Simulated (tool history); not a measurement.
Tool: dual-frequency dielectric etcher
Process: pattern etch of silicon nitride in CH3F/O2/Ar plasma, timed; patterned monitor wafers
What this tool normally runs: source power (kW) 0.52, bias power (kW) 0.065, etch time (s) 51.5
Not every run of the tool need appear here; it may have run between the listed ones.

run,day,source power (kW),bias power (kW),etch time (s),wafers since the last listed run,hours since the last wet clean,hours since the last source power generator calibration,hours since the last bias power generator calibration,hours since the last upper electrode change,hours since the gauge calibration,"read-back reference wafer on the same gauge, depth_nm",mean etch depth across the wafer (angstrom)
1,0,0.55,0.065,51.5,0,0.8,2088.1,2646,3428.9,517.1,40.31,356.5
2,1.892,0.55,0.065,51.5,353,46.2,2133.5,2691.4,3474.3,562.5,40.27,355.6
3,3.104,0.52,0.065,47,226,75.3,2162.6,2720.5,3503.4,591.6,40.2,320.4
4,4.071,0.52,0.068,51.5,180,98.5,2185.8,2743.7,3526.6,614.8,40.17,355.7
5,4.775,0.52,0.072,61,131,115.4,2202.7,2760.6,3543.5,631.7,40.18,432.4
6,5.85,0.52,0.072,61,200,141.2,2228.5,2786.4,3569.3,657.5,40.12,433
7,6.95,0.52,0.065,51.5,205,167.6,2254.9,2812.8,3595.7,683.9,40.06,350.1
8,7.538,0.52,0.059,51.5,109,181.7,2269,2826.9,3609.8,698,40.05,332
9,9.004,0.52,0.059,51.5,273,216.9,2304.2,2862.1,3645,733.2,40,329.3
10,10.05,0.52,0.059,51.5,195,242,2329.3,2887.2,3670.1,758.3,39.96,330
11,10.904,0.52,0.065,51.5,159,262.5,2349.8,2907.7,3690.6,778.8,39.97,344.2
12,12.2,0.52,0.065,51.5,241,293.6,2380.9,2938.8,3721.7,809.9,39.9,346.4
# day 12.475: gauge calibrated
# day 14.538: source power generator calibrated
# day 16.9: wet clean of the chamber
13,16.921,0.52,0.065,51.5,663,0.5,57.2,3052.1,3835,106.7,41.09,355.8
14,17.296,0.52,0.065,51.5,70,9.5,66.2,3061.1,3844,115.7,41.14,354.2
15,18.546,0.52,0.065,51.5,233,39.5,96.2,3091.1,3874,145.7,41.1,351.4
16,20.017,0.42,0.076,42.5,274,74.8,131.5,3126.4,3909.3,181,40.99,296.6
17,21.504,0.6,0.077,38.5,277,110.5,167.2,3162.1,3945,216.7,40.97,302.6
18,22.092,0.52,0.073,63.5,109,124.6,181.3,3176.2,3959.1,230.8,40.97,462.9
19,23.408,0.44,0.057,45.5,245,156.2,212.9,3207.8,3990.7,262.4,40.96,278.1
20,24.708,0.52,0.065,51.5,242,187.4,244.1,3239,4021.9,293.6,40.85,356
# day 25.846: bias power generator calibrated
# day 25.983: upper electrode replaced
21,26.004,0.62,0.065,46.5,185,218.5,275.2,3.8,0.5,324.7,40.79,334.6
22,26.588,0.52,0.065,51.5,108,232.5,289.2,17.8,14.5,338.7,40.81,351.5
23,27.771,0.52,0.051,51.5,220,260.9,317.6,46.2,42.9,367.1,40.78,311.5
24,29.104,0.61,0.053,46,248,292.9,349.6,78.2,74.9,399.1,40.67,298.8
# day 30.571: wet clean of the chamber
25,30.592,0.52,0.065,38.5,91,0.5,385.3,113.9,110.6,434.8,40.64,263.2
26,30.704,0.49,0.065,42.5,21,3.2,388,116.6,113.3,437.5,40.67,286.2
27,32.025,0.52,0.065,51.5,246,34.9,419.7,148.3,145,469.2,40.63,354.7
28,33.421,0.52,0.076,43,260,68.4,453.2,181.8,178.5,502.7,40.58,319.6
29,34.75,0.52,0.065,51.5,248,100.3,485.1,213.7,210.4,534.6,40.52,350.2

3 options for the next run, each taken on its own from the tool as it stands now. Forecast them:
A,34.767,0.45,0.065,51.5,3,100.7,485.5,214.1,210.8,535,?,?
B,34.767,0.43,0.071,39.5,3,100.7,485.5,214.1,210.8,535,?,?
C,34.767,0.44,0.057,59.5,3,100.7,485.5,214.1,210.8,535,?,?

run,"read-back reference wafer on the same gauge, depth_nm",mean etch depth across the wafer (angstrom)
A,40.54,336.4
B,40.54,266.2
C,40.54,360.5
The same runs, with their run-to-run variation unchanged, on a tool lacking any hidden condition would have given:
run,mean etch depth across the wafer (angstrom)
A,342
B,270.7
C,366.5
